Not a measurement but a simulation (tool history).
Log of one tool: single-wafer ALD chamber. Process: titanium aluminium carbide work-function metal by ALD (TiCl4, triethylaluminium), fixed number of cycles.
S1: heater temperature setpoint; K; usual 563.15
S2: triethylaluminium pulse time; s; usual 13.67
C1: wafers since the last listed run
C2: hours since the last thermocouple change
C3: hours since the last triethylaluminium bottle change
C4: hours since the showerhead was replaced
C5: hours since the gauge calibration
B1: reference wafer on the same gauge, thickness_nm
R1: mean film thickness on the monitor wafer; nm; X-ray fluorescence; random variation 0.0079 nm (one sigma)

run 1 hour=0 | S1=563.15 S2=10.46 | C1=0 C2=246.1 C3=1146.6 C4=6106.3 C5=351.4 | B1=2.481 | R1=2.061
run 2 hour=50.2 | S1=563.15 S2=10.46 | C1=809 C2=296.3 C3=1196.8 C4=6156.5 C5=401.6 | B1=2.479 | R1=2.068
run 3 hour=90.3 | S1=563.15 S2=10.46 | C1=646 C2=336.4 C3=1236.9 C4=6196.6 C5=441.7 | B1=2.482 | R1=2.074
run 4 hour=157.3 | S1=563.15 S2=13.67 | C1=1080 C2=403.4 C3=1303.9 C4=6263.6 C5=508.7 | B1=2.48 | R1=2.166
run 5 hour=248.9 | S1=563.15 S2=13.67 | C1=1476 C2=495 C3=1395.5 C4=6355.2 C5=600.3 | B1=2.482 | R1=2.16
run 6 hour=347 | S1=563.15 S2=13.67 | C1=1581 C2=593.1 C3=1493.6 C4=6453.3 C5=698.4 | B1=2.479 | R1=2.169
run 7 hour=419 | S1=563.15 S2=13.67 | C1=1160 C2=665.1 C3=1565.6 C4=6525.3 C5=770.4 | B1=2.479 | R1=2.147
run 8 hour=513.6 | S1=563.15 S2=13.67 | C1=1525 C2=759.7 C3=1660.2 C4=6619.9 C5=865 | B1=2.481 | R1=2.162
-- hour=561.9 triethylaluminium bottle replaced
run 9 hour=574.9 | S1=563.15 S2=13.67 | C1=859 C2=821 C3=13 C4=6681.2 C5=926.3 | B1=2.48 | R1=2.163
run 10 hour=633.1 | S1=555.15 S2=13.67 | C1=938 C2=879.2 C3=71.2 C4=6739.4 C5=984.5 | B1=2.484 | R1=2.07
-- hour=691.1 showerhead replaced
-- hour=735.8 gauge calibrated
-- hour=737.8 thermocouple changed; heater temperature recalibrated
run 11 hour=738.9 | S1=558.15 S2=15.6 | C1=1447 C2=1.1 C3=177 C4=47.8 C5=3.1 | B1=2.48 | R1=2.139
run 12 hour=782.9 | S1=558.15 S2=17.7 | C1=709 C2=45.1 C3=221 C4=91.8 C5=47.1 | B1=2.476 | R1=2.125
run 13 hour=840.5 | S1=573.15 S2=10 | C1=928 C2=102.7 C3=278.6 C4=149.4 C5=104.7 | B1=2.482 | R1=2.122
run 14 hour=883.9 | S1=563.15 S2=13.67 | C1=699 C2=146.1 C3=322 C4=192.8 C5=148.1 | B1=2.478 | R1=2.15
run 15 hour=947.5 | S1=559.15 S2=13.67 | C1=1025 C2=209.7 C3=385.6 C4=256.4 C5=211.7 | B1=2.48 | R1=2.125
run 16 hour=999.8 | S1=570.15 S2=13.67 | C1=843 C2=262 C3=437.9 C4=308.7 C5=264 | B1=2.479 | R1=2.211
run 17 hour=1066.7 | S1=563.15 S2=18.23 | C1=1078 C2=328.9 C3=504.8 C4=375.6 C5=330.9 | B1=2.479 | R1=2.153
run 18 hour=1131.4 | S1=549.15 S2=13.67 | C1=1043 C2=393.6 C3=569.5 C4=440.3 C5=395.6 | B1=2.482 | R1=2.02
run 19 hour=1203 | S1=563.15 S2=13.67 | C1=1154 C2=465.2 C3=641.1 C4=511.9 C5=467.2 | B1=2.48 | R1=2.158
run 20 hour=1280 | S1=576.15 S2=15.78 | C1=1241 C2=542.2 C3=718.1 C4=588.9 C5=544.2 | B1=2.484 | R1=2.3

Forecast each of these 5 alternatives for the next run:
run A hour=1280.4 | S1=563.15 S2=13.67 | C1=6 C2=542.6 C3=718.5 C4=589.3 C5=544.6 | B1=? | R1=?
run B hour=1280.4 | S1=555.15 S2=18.54 | C1=6 C2=542.6 C3=718.5 C4=589.3 C5=544.6 | B1=? | R1=?
run C hour=1280.4 | S1=569.15 S2=16.36 | C1=6 C2=542.6 C3=718.5 C4=589.3 C5=544.6 | B1=? | R1=?
run D hour=1280.4 | S1=578.15 S2=12.15 | C1=6 C2=542.6 C3=718.5 C4=589.3 C5=544.6 | B1=? | R1=?
run E hour=1280.4 | S1=556.15 S2=11.22 | C1=6 C2=542.6 C3=718.5 C4=589.3 C5=544.6 | B1=? | R1=?

run=A B1=2.48 R1=2.14
run=B B1=2.48 R1=2.081
run=C B1=2.48 R1=2.213
run=D B1=2.48 R1=2.257
run=E B1=2.48 R1=2.019
Without the tool's hidden state the same runs would have given:
run=A R1=2.14
run=B R1=2.081
run=C R1=2.213
run=D R1=2.257
run=E R1=2.019
